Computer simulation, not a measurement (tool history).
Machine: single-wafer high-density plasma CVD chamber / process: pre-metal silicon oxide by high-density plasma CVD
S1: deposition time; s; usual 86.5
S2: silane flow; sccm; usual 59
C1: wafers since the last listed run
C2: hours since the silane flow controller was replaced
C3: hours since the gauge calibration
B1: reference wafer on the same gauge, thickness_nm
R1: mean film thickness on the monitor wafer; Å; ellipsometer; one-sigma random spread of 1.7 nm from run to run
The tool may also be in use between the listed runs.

Run 1, hour 0: usual settings but S1 94.9 s; C1 0; C2 3114.1; C3 238.9; B1 577.756. Result: R1 5355.06 Å.
Run 2, hour 61.8: usual settings but S1 94.9 s; C1 791; C2 3175.9; C3 300.7; B1 578.342. Result: R1 5326.76 Å.
Run 3, hour 125.4: usual settings but S1 94.9 s; C1 814; C2 3239.5; C3 364.3; B1 577.144. Result: R1 5375.99 Å.
Run 4, hour 174: usual settings but S2 51 sccm; C1 622; C2 3288.1; C3 412.9; B1 577.755. Result: R1 4354.53 Å.
Run 5, hour 201.3: usual settings; C1 349; C2 3315.4; C3 440.2; B1 577.939. Result: R1 4859.56 Å.
Run 6, hour 234.5: usual settings; C1 425; C2 3348.6; C3 473.4; B1 576.922. Result: R1 4862.55 Å.
Run 7, hour 259.3: usual settings; C1 317; C2 3373.4; C3 498.2; B1 577.87. Result: R1 4884.69 Å.
Run 8, hour 309.4: usual settings; C1 641; C2 3423.5; C3 548.3; B1 577.761. Result: R1 4876.69 Å.
Run 9, hour 372.2: usual settings; C1 804; C2 3486.3; C3 611.1; B1 577.071. Result: R1 4868.85 Å.
Run 10, hour 417: usual settings; C1 573; C2 3531.1; C3 655.9; B1 578.627. Result: R1 4884.73 Å.
Run 11, hour 443: usual settings; C1 332; C2 3557.1; C3 681.9; B1 577.394. Result: R1 4900.28 Å.
Run 12, hour 473.5: usual settings but S2 64 sccm; C1 390; C2 3587.6; C3 712.4; B1 578.668. Result: R1 5182.6 Å.
Run 13, hour 519.1: usual settings; C1 583; C2 3633.2; C3 758; B1 578.245. Result: R1 4878.82 Å.
Run 14, hour 581.2: usual settings but S2 55 sccm; C1 795; C2 3695.3; C3 820.1; B1 578.143. Result: R1 4624.14 Å.
Run 15, hour 648.9: usual settings but S2 55 sccm; C1 866; C2 3763; C3 887.8; B1 578.265. Result: R1 4591.46 Å.
Run 16, hour 710.8: usual settings but S2 71 sccm; C1 792; C2 3824.9; C3 949.7; B1 578.517. Result: R1 5654.86 Å.
Run 17, hour 767.5: usual settings but S1 79 s, S2 48 sccm; C1 725; C2 3881.6; C3 1006.4; B1 577.728. Result: R1 3809.53 Å.
Run 18, hour 816.1: usual settings; C1 622; C2 3930.2; C3 1055; B1 577.941. Result: R1 4878.21 Å.
At hour 855.3: silane flow controller replaced.
Run 19, hour 864.6: usual settings but S1 78 s, S2 68 sccm; C1 518; C2 9.3; C3 1103.5; B1 577.771. Result: R1 5200.5 Å.
At hour 883.1: gauge calibrated.
Run 20, hour 935.1: usual settings; C1 902; C2 79.8; C3 52; B1 577.554. Result: R1 5144.67 Å.
Run 21, hour 969.3: usual settings but S2 56 sccm; C1 437; C2 114; C3 86.2; B1 577.823. Result: R1 4887.83 Å.
Run 22, hour 1040.9: usual settings but S1 73.4 s, S2 51 sccm; C1 916; C2 185.6; C3 157.8; B1 577.681. Result: R1 3874.26 Å.
Run 23, hour 1080.1: usual settings; C1 501; C2 224.8; C3 197; B1 578.71. Result: R1 5126.9 Å.
Run 24, hour 1109.7: usual settings but S1 91.2 s, S2 51 sccm; C1 378; C2 254.4; C3 226.6; B1 577.371. Result: R1 4802.52 Å.
Run 25, hour 1156.1: usual settings; C1 594; C2 300.8; C3 273; B1 577.957. Result: R1 5041.37 Å.
Run 26, hour 1222.9: usual settings but S1 95.5 s, S2 48 sccm; C1 855; C2 367.6; C3 339.8; B1 578.298. Result: R1 4819.31 Å.
Run 27, hour 1264.7: usual settings but S1 102.7 s, S2 69 sccm; C1 535; C2 409.4; C3 381.6; B1 577.476. Result: R1 6786.04 Å.
Run 28, hour 1327.6: usual settings but S1 81.7 s, S2 62 sccm; C1 805; C2 472.3; C3 444.5; B1 578.954. Result: R1 4980.2 Å.
Run 29, hour 1376.2: usual settings but S1 102.7 s, S2 55 sccm; C1 622; C2 520.9; C3 493.1; B1 577.251. Result: R1 5703.77 Å.
Run 30, hour 1436.4: usual settings but S1 92.4 s, S2 53 sccm; C1 770; C2 581.1; C3 553.3; B1 577.479. Result: R1 4965.52 Å.

Each row is a separate what-if for the run after 30, all from the same tool condition, not one after another. Results?
Run A, hour 1436.8: usual settings; C1 5; C2 581.5; C3 553.7; B1 ?. Result: R1 ?.
Run B, hour 1436.8: usual settings but S1 70 s, S2 64 sccm; C1 5; C2 581.5; C3 553.7; B1 ?. Result: R1 ?.
Run C, hour 1436.8: usual settings but S2 52 sccm; C1 5; C2 581.5; C3 553.7; B1 ?. Result: R1 ?.
Run D, hour 1436.8: usual settings but S1 95.2 s, S2 51 sccm; C1 5; C2 581.5; C3 553.7; B1 ?. Result: R1 ?.

run       B1       R1
  A  577.252  5033.45
  B  577.252  4342.92
  C  577.252  4567.02
  D  577.252  4953.03
Stripped of hidden state, with their random variation kept, the same runs would have yielded:
run       R1
  A  5116.82
  B  4414.85
  C  4642.67
  D  5035.07
